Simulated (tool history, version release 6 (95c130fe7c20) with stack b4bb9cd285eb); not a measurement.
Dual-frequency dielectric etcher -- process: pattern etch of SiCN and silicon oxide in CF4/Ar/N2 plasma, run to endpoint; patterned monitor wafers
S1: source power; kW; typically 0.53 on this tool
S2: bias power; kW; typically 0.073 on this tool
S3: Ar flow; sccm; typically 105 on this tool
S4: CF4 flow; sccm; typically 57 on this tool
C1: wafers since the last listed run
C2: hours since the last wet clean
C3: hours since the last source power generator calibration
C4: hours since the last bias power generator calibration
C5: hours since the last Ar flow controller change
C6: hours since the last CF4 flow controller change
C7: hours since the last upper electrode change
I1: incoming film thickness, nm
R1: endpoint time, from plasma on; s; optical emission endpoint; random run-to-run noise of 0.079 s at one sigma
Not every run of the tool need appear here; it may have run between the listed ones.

{"run": 1, "hour": 0.0, "S1": 0.46, "S2": 0.073, "S3": 105, "S4": 57, "C1": 0, "C2": 52.1, "C3": 3356.2, "C4": 1031.7, "C5": 3773.4, "C6": 3017.7, "C7": 2539.9, "I1": 9.64, "R1": 10.4}
{"run": 2, "hour": 20.3, "S1": 0.46, "S2": 0.073, "S3": 105, "S4": 57, "C1": 237, "C2": 72.4, "C3": 3376.5, "C4": 1052, "C5": 3793.7, "C6": 3038, "C7": 2560.2, "I1": 9.68, "R1": 10.3}
{"run": 3, "hour": 43.1, "S1": 0.53, "S2": 0.082, "S3": 105, "S4": 57, "C1": 266, "C2": 95.2, "C3": 3399.3, "C4": 1074.8, "C5": 3816.5, "C6": 3060.8, "C7": 2583, "I1": 9.76, "R1": 8.7}
{"run": 4, "hour": 56.3, "S1": 0.53, "S2": 0.073, "S3": 96, "S4": 57, "C1": 154, "C2": 108.4, "C3": 3412.5, "C4": 1088, "C5": 3829.7, "C6": 3074, "C7": 2596.2, "I1": 9.72, "R1": 8.8}
{"run": 5, "hour": 92.0, "S1": 0.53, "S2": 0.073, "S3": 96, "S4": 57, "C1": 417, "C2": 144.1, "C3": 3448.2, "C4": 1123.7, "C5": 3865.4, "C6": 3109.7, "C7": 2631.9, "I1": 9.77, "R1": 8.9}
{"hour": 106.0, "done": "Ar flow controller replaced"}
{"hour": 115.2, "done": "CF4 flow controller replaced"}
{"run": 6, "hour": 147.9, "S1": 0.53, "S2": 0.073, "S3": 96, "S4": 57, "C1": 513, "C2": 200, "C3": 3504.1, "C4": 1179.6, "C5": 41.9, "C6": 32.7, "C7": 2687.8, "I1": 9.67, "R1": 8.9}
{"run": 7, "hour": 160.5, "S1": 0.53, "S2": 0.073, "S3": 105, "S4": 57, "C1": 147, "C2": 212.6, "C3": 3516.7, "C4": 1192.2, "C5": 54.5, "C6": 45.3, "C7": 2700.4, "I1": 9.69, "R1": 9.1}
{"run": 8, "hour": 185.9, "S1": 0.46, "S2": 0.073, "S3": 99, "S4": 57, "C1": 296, "C2": 238, "C3": 3542.1, "C4": 1217.6, "C5": 79.9, "C6": 70.7, "C7": 2725.8, "I1": 9.61, "R1": 9.9}
{"hour": 210.2, "done": "upper electrode replaced"}
{"run": 9, "hour": 210.7, "S1": 0.43, "S2": 0.081, "S3": 90, "S4": 66, "C1": 9, "C2": 262.8, "C3": 3566.9, "C4": 1242.4, "C5": 104.7, "C6": 95.5, "C7": 0.5, "I1": 9.73, "R1": 10}
{"run": 10, "hour": 246.3, "S1": 0.53, "S2": 0.087, "S3": 105, "S4": 46, "C1": 416, "C2": 298.4, "C3": 3602.5, "C4": 1278, "C5": 140.3, "C6": 131.1, "C7": 36.1, "I1": 9.68, "R1": 8.5}
{"run": 11, "hour": 275.6, "S1": 0.53, "S2": 0.073, "S3": 105, "S4": 57, "C1": 342, "C2": 327.7, "C3": 3631.8, "C4": 1307.3, "C5": 169.6, "C6": 160.4, "C7": 65.4, "I1": 9.62, "R1": 8.8}
{"run": 12, "hour": 306.6, "S1": 0.53, "S2": 0.068, "S3": 93, "S4": 57, "C1": 362, "C2": 358.7, "C3": 3662.8, "C4": 1338.3, "C5": 200.6, "C6": 191.4, "C7": 96.4, "I1": 9.64, "R1": 8.8}
{"run": 13, "hour": 320.3, "S1": 0.53, "S2": 0.073, "S3": 105, "S4": 47, "C1": 160, "C2": 372.4, "C3": 3676.5, "C4": 1352, "C5": 214.3, "C6": 205.1, "C7": 110.1, "I1": 9.64, "R1": 8.9}
{"hour": 325.6, "done": "source power generator calibrated"}
{"run": 14, "hour": 341.6, "S1": 0.53, "S2": 0.073, "S3": 105, "S4": 57, "C1": 202, "C2": 393.7, "C3": 16, "C4": 1373.3, "C5": 235.6, "C6": 226.4, "C7": 131.4, "I1": 9.68, "R1": 8.7}
{"run": 15, "hour": 366.7, "S1": 0.53, "S2": 0.062, "S3": 125, "S4": 53, "C1": 293, "C2": 418.8, "C3": 41.1, "C4": 1398.4, "C5": 260.7, "C6": 251.5, "C7": 156.5, "I1": 9.74, "R1": 9.6}
{"run": 16, "hour": 391.6, "S1": 0.53, "S2": 0.073, "S3": 105, "S4": 67, "C1": 291, "C2": 443.7, "C3": 66, "C4": 1423.3, "C5": 285.6, "C6": 276.4, "C7": 181.4, "I1": 9.73, "R1": 8.6}
{"hour": 406.5, "done": "bias power generator calibrated"}
{"hour": 452.0, "done": "wet clean of the chamber"}
{"run": 17, "hour": 476.7, "S1": 0.41, "S2": 0.073, "S3": 130, "S4": 65, "C1": 667, "C2": 24.7, "C3": 151.1, "C4": 70.2, "C5": 370.7, "C6": 361.5, "C7": 266.5, "I1": 9.71, "R1": 11.4}
{"run": 18, "hour": 506.2, "S1": 0.53, "S2": 0.073, "S3": 105, "S4": 51, "C1": 344, "C2": 54.2, "C3": 180.6, "C4": 99.7, "C5": 400.2, "C6": 391, "C7": 296, "I1": 9.65, "R1": 9.2}
{"run": 19, "hour": 540.0, "S1": 0.53, "S2": 0.068, "S3": 93, "S4": 57, "C1": 395, "C2": 88, "C3": 214.4, "C4": 133.5, "C5": 434, "C6": 424.8, "C7": 329.8, "I1": 9.66, "R1": 9.1}
{"run": 20, "hour": 559.7, "S1": 0.53, "S2": 0.073, "S3": 81, "S4": 57, "C1": 230, "C2": 107.7, "C3": 234.1, "C4": 153.2, "C5": 453.7, "C6": 444.5, "C7": 349.5, "I1": 9.76, "R1": 8.8}
{"run": 21, "hour": 576.6, "S1": 0.64, "S2": 0.073, "S3": 115, "S4": 57, "C1": 197, "C2": 124.6, "C3": 251, "C4": 170.1, "C5": 470.6, "C6": 461.4, "C7": 366.4, "I1": 9.64, "R1": 7.7}
{"run": 22, "hour": 604.9, "S1": 0.53, "S2": 0.073, "S3": 124, "S4": 69, "C1": 330, "C2": 152.9, "C3": 279.3, "C4": 198.4, "C5": 498.9, "C6": 489.7, "C7": 394.7, "I1": 9.72, "R1": 9.1}
{"run": 23, "hour": 626.5, "S1": 0.53, "S2": 0.073, "S3": 84, "S4": 50, "C1": 252, "C2": 174.5, "C3": 300.9, "C4": 220, "C5": 520.5, "C6": 511.3, "C7": 416.3, "I1": 9.77, "R1": 8.8}

Consider 5 possible next runs. They are alternatives, not a sequence: every one starts from the tool as it was left by run 23. What does each give?
{"run": "A", "hour": 626.9, "S1": 0.53, "S2": 0.073, "S3": 105, "S4": 57, "C1": 4, "C2": 174.9, "C3": 301.3, "C4": 220.4, "C5": 520.9, "C6": 511.7, "C7": 416.7, "I1": 9.69, "R1": "?"}
{"run": "B", "hour": 626.9, "S1": 0.59, "S2": 0.056, "S3": 123, "S4": 57, "C1": 4, "C2": 174.9, "C3": 301.3, "C4": 220.4, "C5": 520.9, "C6": 511.7, "C7": 416.7, "I1": 9.69, "R1": "?"}
{"run": "C", "hour": 626.9, "S1": 0.64, "S2": 0.073, "S3": 105, "S4": 57, "C1": 4, "C2": 174.9, "C3": 301.3, "C4": 220.4, "C5": 520.9, "C6": 511.7, "C7": 416.7, "I1": 9.69, "R1": "?"}
{"run": "D", "hour": 626.9, "S1": 0.53, "S2": 0.083, "S3": 113, "S4": 57, "C1": 4, "C2": 174.9, "C3": 301.3, "C4": 220.4, "C5": 520.9, "C6": 511.7, "C7": 416.7, "I1": 9.69, "R1": "?"}
{"run": "E", "hour": 626.9, "S1": 0.59, "S2": 0.073, "S3": 114, "S4": 57, "C1": 4, "C2": 174.9, "C3": 301.3, "C4": 220.4, "C5": 520.9, "C6": 511.7, "C7": 416.7, "I1": 9.69, "R1": "?"}

run=A R1=9.2
run=B R1=9.2
run=C R1=7.8
run=D R1=8.9
run=E R1=8.4
Stripped of hidden state, with their random variation kept, the same runs would have yielded:
run=A R1=9.4
run=B R1=9.5
run=C R1=8
run=D R1=9.1
run=E R1=8.6
